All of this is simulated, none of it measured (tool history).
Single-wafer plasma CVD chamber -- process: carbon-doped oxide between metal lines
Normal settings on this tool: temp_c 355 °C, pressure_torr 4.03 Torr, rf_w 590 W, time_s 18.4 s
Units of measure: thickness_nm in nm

run   hour  temp_c  pressure_torr  rf_w  time_s  wafers since the last listed run  hours since the last thermocouple change  hours since the last RF generator calibration  hours since the last manometer calibration  hours since the showerhead was replaced  hours since the gauge calibration  read-back reference wafer on the same gauge, thickness_nm  thickness_nm
  1      0     355           4.03   590    18.4                                 0                                    1895.5                                         1918.6                                      2320.5                                   3026.4                             1124.8                                                     82.008       100.755
  2   22.3     355           4.03   590    18.4                               699                                    1917.8                                         1940.9                                      2342.8                                   3048.7                             1147.1                                                     82.038       100.451
  3   58.1     355           4.03   590    18.4                              1122                                    1953.6                                         1976.7                                      2378.6                                   3084.5                             1182.9                                                     82.027       100.386
      72.4  -- gauge calibrated
      75.6  -- showerhead replaced
  4   76.1     355           4.03   590    18.4                               313                                    1971.6                                         1994.7                                      2396.6                                      0.5                                3.7                                                     82.136       100.456
      84.9  -- RF generator calibrated
  5   89.9     355           4.53   590    18.4                               181                                    1985.4                                              5                                      2410.4                                     14.3                               17.5                                                     81.969       103.399
  6  116.5     355           4.53   590    18.4                               834                                      2012                                           31.6                                        2437                                     40.9                               44.1                                                     82.074       103.631
  7  138.5     355           4.03   590    18.4                               689                                      2034                                           53.6                                        2459                                     62.9                               66.1                                                     82.001       100.567
  8  159.7     355           4.03   590    18.4                               664                                    2055.2                                           74.8                                      2480.2                                     84.1                               87.3                                                      82.09       100.655
  9  178.1     358           4.03   590    18.4                               577                                    2073.6                                           93.2                                      2498.6                                    102.5                              105.7                                                     81.997        99.444
 10  192.1     358           4.03   590    18.4                               439                                    2087.6                                          107.2                                      2512.6                                    116.5                              119.7                                                     81.963        99.506
 11  205.8     355           4.03   590    18.4                               429                                    2101.3                                          120.9                                      2526.3                                    130.2                              133.4                                                     82.035       101.082
 12  236.5     355           4.03   525    15.2                               962                                      2132                                          151.6                                        2557                                    160.9                              164.1                                                     82.029        75.318
 13  251.1     355           4.03   685    15.2                               457                                    2146.6                                          166.2                                      2571.6                                    175.5                              178.7                                                     81.995        94.067
     262.3  -- capacitance manometer re-zeroed and calibrated
 14  286.9     355           4.86   590    18.4                               871                                    2182.4                                            202                                        24.6                                    211.3                              214.5                                                     81.966       104.936
 15  319.8     351            3.5   590      20                              1031                                    2215.3                                          234.9                                        57.5                                    244.2                              247.4                                                     81.951       107.362
 16  341.4     355           4.03   590    22.1                               677                                    2236.9                                          256.5                                        79.1                                    265.8                                269                                                     81.998       120.446
     363.9  -- thermocouple changed; heater temperature recalibrated
 17    370     344           4.88   485    19.9                               646                                       6.1                                          285.1                                       107.7                                    294.4                              297.6                                                     81.935        98.821
 18    395     355           4.03   590    17.4                               784                                      31.1                                          310.1                                       132.7                                    319.4                              322.6                                                     82.034        95.253
 19  458.9     359           4.53   475    20.9                              2004                                        95                                            374                                       196.6                                    383.3                              386.5                                                     82.043        94.857
 20  493.6     355           4.03   590    18.4                              1088                                     129.7                                          408.7                                       231.3                                      418                              421.2                                                     82.091       100.277
 21  537.8     367           3.62   555    18.4                              1386                                     173.9                                          452.9                                       275.5                                    462.2                              465.4                                                     81.929        90.326
 22  550.2     355           4.03   590    18.4                               388                                     186.3                                          465.3                                       287.9                                    474.6                              477.8                                                     81.935       100.793
 23  563.8     355           3.27   590    18.4                               426                                     199.9                                          478.9                                       301.5                                    488.2                              491.4                                                     82.025        96.581
 24  576.8     350           4.88   625      20                               407                                     212.9                                          491.9                                       314.5                                    501.2                              504.4                                                     81.965       121.878
 25    597     355           4.76   590    21.6                               633                                     233.1                                          512.1                                       334.7                                    521.4                              524.6                                                     81.964       122.313
 26  609.3     355           4.03   590    18.4                               385                                     245.4                                          524.4                                         347                                    533.7                              536.9                                                      82.03        100.55
 27  640.6     359           3.49   640    18.4                               981                                     276.7                                          555.7                                       378.3                                      565                              568.2                                                      82.02       103.045
 28  666.4     355           4.03   590    18.4                               809                                     302.5                                          581.5                                       404.1                                    590.8                                594                                                     81.961       100.321

What if the next run were any one of these 5? Each begins from the tool's condition after run 28:
  A  666.8     355           4.03   590    18.4                                12                                     302.9                                          581.9                                       404.5                                    591.2                              594.4                                                          ?             ?
  B  666.8     365           3.74   560    17.1                                12                                     302.9                                          581.9                                       404.5                                    591.2                              594.4                                                          ?             ?
  C  666.8     355           3.14   590    20.3                                12                                     302.9                                          581.9                                       404.5                                    591.2                              594.4                                                          ?             ?
  D  666.8     355           4.03   560    20.2                                12                                     302.9                                          581.9                                       404.5                                    591.2                              594.4                                                          ?             ?
  E  666.8     349           4.03   590    21.8                                12                                     302.9                                          581.9                                       404.5                                    591.2                              594.4                                                          ?             ?

run  read-back reference wafer on the same gauge, thickness_nm  thickness_nm
  A                                                     82.039       100.121
  B                                                     82.039        85.379
  C                                                     82.039       105.759
  D                                                     82.039       105.125
  E                                                     82.039       120.551
Without the tool's hidden state the same runs would have given:
run  thickness_nm
  A       100.121
  B        85.379
  C       105.759
  D       105.125
  E       120.551
